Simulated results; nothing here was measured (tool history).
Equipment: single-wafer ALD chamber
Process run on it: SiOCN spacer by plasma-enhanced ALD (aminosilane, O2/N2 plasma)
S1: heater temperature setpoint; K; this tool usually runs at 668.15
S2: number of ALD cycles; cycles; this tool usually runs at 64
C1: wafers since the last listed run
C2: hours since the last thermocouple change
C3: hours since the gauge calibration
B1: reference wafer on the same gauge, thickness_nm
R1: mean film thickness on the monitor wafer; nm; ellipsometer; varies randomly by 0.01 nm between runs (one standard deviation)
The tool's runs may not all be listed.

| run | hour | S1 | S2 | C1 | C2 | C3 | B1 | R1 |
|---|---|---|---|---|---|---|---|---|
| 1 | 0 | 668.15 | 64 | 0 | 901.4 | 213.9 | 4.87 | 4.085 |
| 2 | 9.6 | 668.15 | 64 | 43 | 911 | 223.5 | 4.865 | 4.09 |
| 3 | 22.9 | 668.15 | 64 | 60 | 924.3 | 236.8 | 4.868 | 4.076 |
| 4 | 30.9 | 665.15 | 64 | 36 | 932.3 | 244.8 | 4.87 | 4.091 |
| 5 | 47 | 665.15 | 64 | 73 | 948.4 | 260.9 | 4.874 | 4.087 |
| 6 | 57.2 | 668.15 | 64 | 46 | 958.6 | 271.1 | 4.876 | 4.079 |
| 7 | 64.8 | 668.15 | 64 | 34 | 966.2 | 278.7 | 4.876 | 4.095 |
| 8 | 71.5 | 668.15 | 64 | 30 | 972.9 | 285.4 | 4.882 | 4.084 |
| 9 | 84.3 | 668.15 | 64 | 58 | 985.7 | 298.2 | 4.88 | 4.092 |
| 10 | 99.7 | 668.15 | 64 | 70 | 1001.1 | 313.6 | 4.883 | 4.099 |
| 11 | 112.8 | 668.15 | 64 | 59 | 1014.2 | 326.7 | 4.882 | 4.097 |
| 12 | 129.4 | 668.15 | 59 | 75 | 1030.8 | 343.3 | 4.888 | 3.778 |
| 13 | 139.5 | 664.15 | 69 | 46 | 1040.9 | 353.4 | 4.888 | 4.418 |
| 14 | 148.1 | 668.15 | 57 | 39 | 1049.5 | 362 | 4.887 | 3.652 |
| 15 | 158.3 | 668.15 | 58 | 46 | 1059.7 | 372.2 | 4.891 | 3.707 |
| 16 | 166.1 | 658.15 | 54 | 35 | 1067.5 | 380 | 4.887 | 3.466 |
| 17 | 176.8 | 661.15 | 64 | 48 | 1078.2 | 390.7 | 4.887 | 4.095 |
| 18 | 219.5 | 661.15 | 64 | 194 | 1120.9 | 433.4 | 4.891 | 4.1 |
| 19 | 226.1 | 661.15 | 64 | 30 | 1127.5 | 440 | 4.889 | 4.112 |
| 20 | 234.3 | 668.15 | 64 | 37 | 1135.7 | 448.2 | 4.895 | 4.113 |
| 21 | 242.8 | 681.15 | 68 | 38 | 1144.2 | 456.7 | 4.892 | 4.253 |
| 22 | 269.9 | 678.15 | 57 | 123 | 1171.3 | 483.8 | 4.893 | 3.595 |
|  | 283.7 | thermocouple changed; heater temperature recalibrated |
| 23 | 284.2 | 668.15 | 64 | 28 | 0.5 | 498.1 | 4.895 | 4.106 |
| 24 | 287 | 668.15 | 64 | 12 | 3.3 | 500.9 | 4.894 | 4.102 |
| 25 | 298.4 | 663.15 | 59 | 52 | 14.7 | 512.3 | 4.896 | 3.807 |
| 26 | 310.9 | 677.15 | 77 | 57 | 27.2 | 524.8 | 4.896 | 4.898 |
| 27 | 325.2 | 674.15 | 75 | 65 | 41.5 | 539.1 | 4.897 | 4.778 |
| 28 | 332.4 | 668.15 | 51 | 32 | 48.7 | 546.3 | 4.895 | 3.269 |
|  | 337 | gauge calibrated |
| 29 | 342 | 675.15 | 73 | 43 | 58.3 | 5 | 4.781 | 4.558 |
| 30 | 359.7 | 656.15 | 71 | 80 | 76 | 22.7 | 4.792 | 4.464 |
| 31 | 367.4 | 668.15 | 64 | 35 | 83.7 | 30.4 | 4.797 | 4.041 |
| 32 | 377.3 | 675.15 | 59 | 45 | 93.6 | 40.3 | 4.803 | 3.684 |
| 33 | 383.4 | 674.15 | 53 | 27 | 99.7 | 46.4 | 4.803 | 3.322 |
| 34 | 392.2 | 659.15 | 55 | 40 | 108.5 | 55.2 | 4.811 | 3.463 |
| 35 | 409.1 | 659.15 | 53 | 77 | 125.4 | 72.1 | 4.817 | 3.351 |
| 36 | 426.8 | 656.15 | 57 | 80 | 143.1 | 89.8 | 4.823 | 3.608 |
| 37 | 442.1 | 668.15 | 64 | 69 | 158.4 | 105.1 | 4.832 | 4.054 |
| 38 | 455.2 | 674.15 | 75 | 59 | 171.5 | 118.2 | 4.831 | 4.727 |
| 39 | 472.1 | 672.15 | 61 | 77 | 188.4 | 135.1 | 4.837 | 3.864 |
| 40 | 478.4 | 668.15 | 64 | 28 | 194.7 | 141.4 | 4.839 | 4.048 |
| 41 | 486.5 | 668.15 | 64 | 36 | 202.8 | 149.5 | 4.844 | 4.054 |

What if the next run were any one of these 5? Each begins from the tool's condition after run 41:
| A | 487 | 682.15 | 64 | 2 | 203.3 | 150 | ? | ? |
| B | 487 | 654.15 | 68 | 2 | 203.3 | 150 | ? | ? |
| C | 487 | 679.15 | 55 | 2 | 203.3 | 150 | ? | ? |
| D | 487 | 653.15 | 64 | 2 | 203.3 | 150 | ? | ? |
| E | 487 | 676.15 | 64 | 2 | 203.3 | 150 | ? | ? |

| run | B1 | R1 |
|---|---|---|
| A | 4.842 | 3.945 |
| B | 4.842 | 4.312 |
| C | 4.842 | 3.422 |
| D | 4.842 | 4.059 |
| E | 4.842 | 4.02 |
What these runs would have given with no unlogged condition in the tool:
| run | R1 |
|---|---|
| A | 3.895 |
| B | 4.257 |
| C | 3.379 |
| D | 4.007 |
| E | 3.969 |
